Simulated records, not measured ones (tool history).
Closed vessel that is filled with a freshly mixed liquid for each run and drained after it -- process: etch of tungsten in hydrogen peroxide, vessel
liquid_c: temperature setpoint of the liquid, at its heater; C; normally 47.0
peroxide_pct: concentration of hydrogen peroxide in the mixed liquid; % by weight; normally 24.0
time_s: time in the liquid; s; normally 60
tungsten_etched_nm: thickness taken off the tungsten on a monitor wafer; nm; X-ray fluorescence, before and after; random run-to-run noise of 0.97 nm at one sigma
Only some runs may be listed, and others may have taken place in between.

run,day,liquid_c,peroxide_pct,time_s,wafers since the last listed run,hours since the thermometer was replaced,hours since the peroxide flow meter was replaced,hours since the drum of peroxide was connected,hours since the gauge calibration,"read-back film thickness of the tungsten reference wafer, read on the same gauge (nm)",tungsten_etched_nm
1,0.000,47.0,24.0,60,0,254.6,112.8,326.5,3786.2,29.98,112.77
2,4.042,47.0,24.0,60,12436,351.6,209.8,423.5,3883.2,30.00,111.04
3,6.671,47.0,24.0,60,8090,414.7,272.9,486.6,3946.3,29.99,113.61
4,9.567,47.0,24.0,60,8910,484.2,342.4,556.1,4015.8,29.98,113.16
5,12.317,42.0,29.0,35,8461,550.2,408.4,622.1,4081.8,30.01,51.83
# day 13.404: gauge calibrated
6,14.567,47.0,24.0,35,6923,604.2,462.4,676.1,27.9,30.00,64.71
7,17.833,47.0,24.0,60,10051,682.6,540.8,754.5,106.3,30.01,110.79
8,19.646,47.0,20.0,60,5577,726.1,584.3,798.0,149.8,30.02,99.85
# day 20.946: thermometer replaced
9,23.925,47.0,29.0,95,13038,71.5,687.0,900.7,252.5,29.98,188.98
10,28.112,47.0,24.0,60,12885,172.0,787.5,1001.2,353.0,30.02,109.13
# day 28.675: peroxide flow meter replaced
11,30.254,47.0,24.0,60,6461,223.4,37.9,1052.6,404.4,29.99,113.50
# day 31.692: new drum of peroxide connected
12,34.225,43.0,26.5,30,12090,318.7,133.2,60.8,499.7,30.00,46.25
13,37.667,47.0,18.0,30,10590,401.3,215.8,143.4,582.3,30.00,48.51
14,41.771,38.0,26.0,70,12628,499.8,314.3,241.9,680.8,30.00,77.25
15,44.888,39.0,22.0,30,9590,574.6,389.1,316.7,755.6,29.99,32.00
16,47.479,47.0,19.5,85,7974,636.8,451.3,378.9,817.8,30.02,140.43
17,51.796,47.0,24.0,60,13282,740.4,554.9,482.5,921.4,30.01,110.14
18,54.008,47.0,24.0,60,6807,793.5,608.0,535.6,974.5,30.01,108.19
# day 54.442: thermometer replaced
19,56.146,42.5,30.0,90,6448,40.9,659.3,586.9,1025.8,29.97,135.80
20,57.854,47.0,22.0,60,5256,81.9,700.3,627.9,1066.8,29.98,102.72
# day 61.821: peroxide flow meter replaced
21,67.446,44.5,21.5,80,29385,312.1,135.0,858.1,1297.0,29.98,123.20
22,70.933,47.0,24.0,30,10731,395.8,218.7,941.8,1380.7,30.00,56.49
23,79.808,52.0,24.0,60,27308,608.8,431.7,1154.8,1593.7,30.00,151.62
# day 82.392: new drum of peroxide connected
24,83.629,39.5,28.5,85,11628,700.5,523.4,29.7,1685.4,30.00,104.79
# day 87.621: thermometer replaced
# day 96.021: peroxide flow meter replaced
25,96.875,42.0,21.5,40,40501,222.1,20.5,347.6,2003.3,30.00,52.77
26,99.988,47.0,24.0,85,9577,296.8,95.2,422.3,2078.0,30.01,163.25
27,102.225,53.0,19.5,90,6884,350.5,148.9,476.0,2131.7,30.00,219.22
28,105.204,47.0,24.0,60,9166,422.0,220.4,547.5,2203.2,29.99,112.20
29,109.442,47.0,27.0,35,13038,523.7,322.1,649.2,2304.9,29.99,70.03

Branching from run 29: 5 alternative next runs. What would each branch give?
A,109.471,47.0,24.0,60,89,524.4,322.8,649.9,2305.6,?,?
B,109.471,49.5,28.0,45,89,524.4,322.8,649.9,2305.6,?,?
C,109.471,38.5,24.0,60,89,524.4,322.8,649.9,2305.6,?,?
D,109.471,47.0,27.5,80,89,524.4,322.8,649.9,2305.6,?,?
E,109.471,47.0,24.0,75,89,524.4,322.8,649.9,2305.6,?,?

run,"read-back film thickness of the tungsten reference wafer, read on the same gauge (nm)",tungsten_etched_nm
A,29.99,112.16
B,29.99,106.04
C,29.99,65.12
D,29.99,160.09
E,29.99,140.20
What these runs would have given with no unlogged condition in the tool:
run,tungsten_etched_nm
A,115.15
B,108.87
C,66.86
D,164.35
E,143.94

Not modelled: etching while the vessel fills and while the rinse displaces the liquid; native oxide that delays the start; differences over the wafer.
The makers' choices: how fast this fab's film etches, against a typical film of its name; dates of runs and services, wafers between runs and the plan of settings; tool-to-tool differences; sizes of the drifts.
